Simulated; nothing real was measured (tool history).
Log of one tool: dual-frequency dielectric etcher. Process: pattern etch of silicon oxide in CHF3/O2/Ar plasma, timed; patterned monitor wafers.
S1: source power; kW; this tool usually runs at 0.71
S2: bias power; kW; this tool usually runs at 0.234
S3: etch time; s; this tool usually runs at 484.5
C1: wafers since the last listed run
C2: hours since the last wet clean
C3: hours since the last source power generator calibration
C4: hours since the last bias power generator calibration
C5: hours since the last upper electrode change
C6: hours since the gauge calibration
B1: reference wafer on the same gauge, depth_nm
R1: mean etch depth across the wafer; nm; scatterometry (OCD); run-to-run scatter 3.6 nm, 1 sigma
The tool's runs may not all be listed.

run,day,S1,S2,S3,C1,C2,C3,C4,C5,C6,B1,R1
1,0,0.71,0.234,484.5,0,213.6,1789.7,1595.6,4092.8,1019.6,1110.3,1062.2
2,2.512,0.71,0.234,484.5,171,273.9,1850,1655.9,4153.1,1079.9,1111,1053.5
3,5.271,0.71,0.234,484.5,188,340.1,1916.2,1722.1,4219.3,1146.1,1109.4,1054
4,7.758,0.71,0.234,484.5,169,399.8,1975.9,1781.8,4279,1205.8,1109.4,1053.2
5,9.196,0.71,0.234,484.5,98,434.3,2010.4,1816.3,4313.5,1240.3,1110.7,1048.6
6,11.362,0.71,0.234,484.5,148,486.3,2062.4,1868.3,4365.5,1292.3,1109.8,1042.1
# day 11.929: bias power generator calibrated
7,12.575,0.71,0.234,484.5,71,515.4,2091.5,15.5,4394.6,1321.4,1109.1,1053.1
# day 13.612: wet clean of the chamber
8,15.042,0.82,0.212,355.5,100,34.3,2150.7,74.7,4453.8,1380.6,1108.6,811.9
9,18.042,0.71,0.27,550,204,106.3,2222.7,146.7,4525.8,1452.6,1110,1240.9
10,19.904,0.71,0.234,417,127,151,2267.4,191.4,4570.5,1497.3,1109.7,917.4
11,22.862,0.71,0.234,484.5,202,222,2338.4,262.4,4641.5,1568.3,1110.3,1055.2
12,25.396,0.71,0.234,484.5,173,282.8,2399.2,323.2,4702.3,1629.1,1109.2,1059.3
13,28.308,0.71,0.253,373,198,352.7,2469.1,393.1,4772.2,1699,1111.5,825.1
14,31.242,0.71,0.234,484.5,200,423.1,2539.5,463.5,4842.6,1769.4,1111.5,1055.2
15,32.708,0.56,0.291,440.5,100,458.3,2574.7,498.7,4877.8,1804.6,1110.7,923.3
# day 32.917: source power generator calibrated
16,34.071,0.66,0.234,484.5,81,491,27.7,531.4,4910.5,1837.3,1109.2,1011.5
# day 34.842: gauge calibrated
17,35.083,0.64,0.292,394.5,69,515.3,52,555.7,4934.8,5.8,1110,845.3
# day 38.404: upper electrode replaced
18,38.425,0.71,0.191,375.5,159,595.5,132.2,635.9,0.5,86,1109.7,766.8
# day 41.146: wet clean of the chamber
19,45.867,0.71,0.179,484.5,440,113.3,310.8,814.5,179.1,264.6,1109.3,1005.9
20,48.767,0.63,0.234,531,198,182.9,380.4,884.1,248.7,334.2,1110,1102.4
21,50.442,0.58,0.183,484.5,114,223.1,420.6,924.3,288.9,374.4,1110.6,935.2
22,53.242,0.71,0.234,524,191,290.3,487.8,991.5,356.1,441.6,1110.4,1139
23,54.838,0.71,0.234,484.5,109,328.6,526.1,1029.8,394.4,479.9,1110,1046.9
24,57.496,0.64,0.193,416,181,392.4,589.9,1093.6,458.2,543.7,1109.1,833.6
25,59.954,0.71,0.207,606.5,167,451.4,648.9,1152.6,517.2,602.7,1108.2,1272.6
26,61.479,0.89,0.206,484.5,104,488,685.5,1189.2,553.8,639.3,1110.3,1099.2
# day 63.846: wet clean of the chamber
27,63.867,0.56,0.234,484.5,94,0.5,742.8,1246.5,611.1,696.6,1111.8,972.1
28,65.054,0.71,0.234,432.5,81,29,771.3,1275,639.6,725.1,1110.1,947.8
29,66.7,0.71,0.234,484.5,112,68.5,810.8,1314.5,679.1,764.6,1109.6,1049.1

For each run, what was the tool's unlogged condition?
bias power that arrives over what is set, %: 0, the same for each run
gauge reads high (%): 0, the same for each run
H1: etch rate over this chamber's usual, %
H2: source power that arrives over what is set, %
run,H1,H2
1,-0.621,2.12
2,-0.915,2.29
3,-1.24,2.48
4,-1.53,2.66
5,-1.7,2.76
6,-1.95,2.93
7,-2.09,3.02
8,-0.344,3.21
9,-0.695,3.46
10,-0.912,3.61
11,-1.26,3.86
12,-1.55,4.09
13,-1.89,4.35
14,-2.24,4.62
15,-2.41,4.76
16,-2.57,-0.401
17,-2.68,-0.4
18,-3.08,-0.389
19,-0.326,-0.328
20,-0.665,-0.29
21,-0.86,-0.266
22,-1.19,-0.218
23,-1.37,-0.189
24,-1.68,-0.134
25,-1.97,-0.0772
26,-2.15,-0.0395
27,-0.131,0.0236
28,-0.269,0.0569
29,-0.462,0.105

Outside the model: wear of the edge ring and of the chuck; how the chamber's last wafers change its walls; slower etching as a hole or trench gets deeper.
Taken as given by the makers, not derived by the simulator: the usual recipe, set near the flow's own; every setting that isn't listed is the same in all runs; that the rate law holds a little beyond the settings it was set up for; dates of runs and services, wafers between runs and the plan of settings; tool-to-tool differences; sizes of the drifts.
